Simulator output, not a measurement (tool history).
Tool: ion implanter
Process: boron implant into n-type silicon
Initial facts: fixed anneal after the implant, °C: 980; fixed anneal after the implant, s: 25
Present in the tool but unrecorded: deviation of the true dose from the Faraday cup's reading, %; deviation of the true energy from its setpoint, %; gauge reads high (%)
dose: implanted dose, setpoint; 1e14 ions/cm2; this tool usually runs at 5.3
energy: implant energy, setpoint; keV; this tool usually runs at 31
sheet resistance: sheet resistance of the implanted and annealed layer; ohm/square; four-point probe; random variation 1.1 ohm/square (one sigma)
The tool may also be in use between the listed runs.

run,hour,dose,energy,wafers since the last listed run,hours since the last dose calibration,hours since the extraction supply was calibrated,hours since the gauge calibration,"read-back reference wafer on the same gauge, sheet resistance",sheet resistance
1,0,5.3,31,0,339,3994.9,1091.6,244.68,232.58
2,97.6,5.3,31,2597,436.6,4092.5,1189.2,244.92,228.54
3,205.1,5.3,31,2860,544.1,4200,1296.7,245.18,231.27
4,303.4,5.3,31,2615,642.4,4298.3,1395,245.27,231.93
5,405.1,5.3,31,2706,744.1,4400,1496.7,245.66,231.8
6,478.8,5.3,31,1961,817.8,4473.7,1570.4,245.49,231.12
7,532.6,5.3,31,1431,871.6,4527.5,1624.2,245.62,232.7
8,573.1,5.3,31,1077,912.1,4568,1664.7,245.86,233.39
# hour 649.4: gauge calibrated
9,664.1,6.53,31,2421,1003.1,4659,14.7,237.83,189.93
10,766.2,4.04,40.5,2717,1105.2,4761.1,116.8,239.93,274.01
11,899,4.76,41,3534,1238,4893.9,249.6,241.82,243.56
12,990.2,5.3,31,2427,1329.2,4985.1,340.8,242.79,229.64
13,1048,6.57,25,1538,1387,5042.9,398.6,243.21,196.47
# hour 1057.1: Faraday cup replaced and dose calibrated
# hour 1203.1: extraction supply calibrated
14,1352.9,6.6,31,7688,295.8,149.8,703.5,245.42,195.11
15,1436.9,5.3,25,2235,379.8,233.8,787.5,246.02,236.3
16,1492.5,6.48,37,1479,435.4,289.4,843.1,246.5,195.24
17,1568.3,5.3,31,2017,511.2,365.2,918.9,246.57,235.52

Forecast each of these 3 alternatives for the next run:
A,1568.7,5.3,31,10,511.6,365.6,919.3,?,?
B,1568.7,3.82,31,10,511.6,365.6,919.3,?,?
C,1568.7,4.77,39.5,10,511.6,365.6,919.3,?,?

run,"read-back reference wafer on the same gauge, sheet resistance",sheet resistance
A,246.79,233.44
B,246.79,301.36
C,246.79,249.66
With the hidden condition removed and each run's random variation left untouched, the same runs would have given:
run,sheet resistance
A,223.37
B,288.36
C,238.89
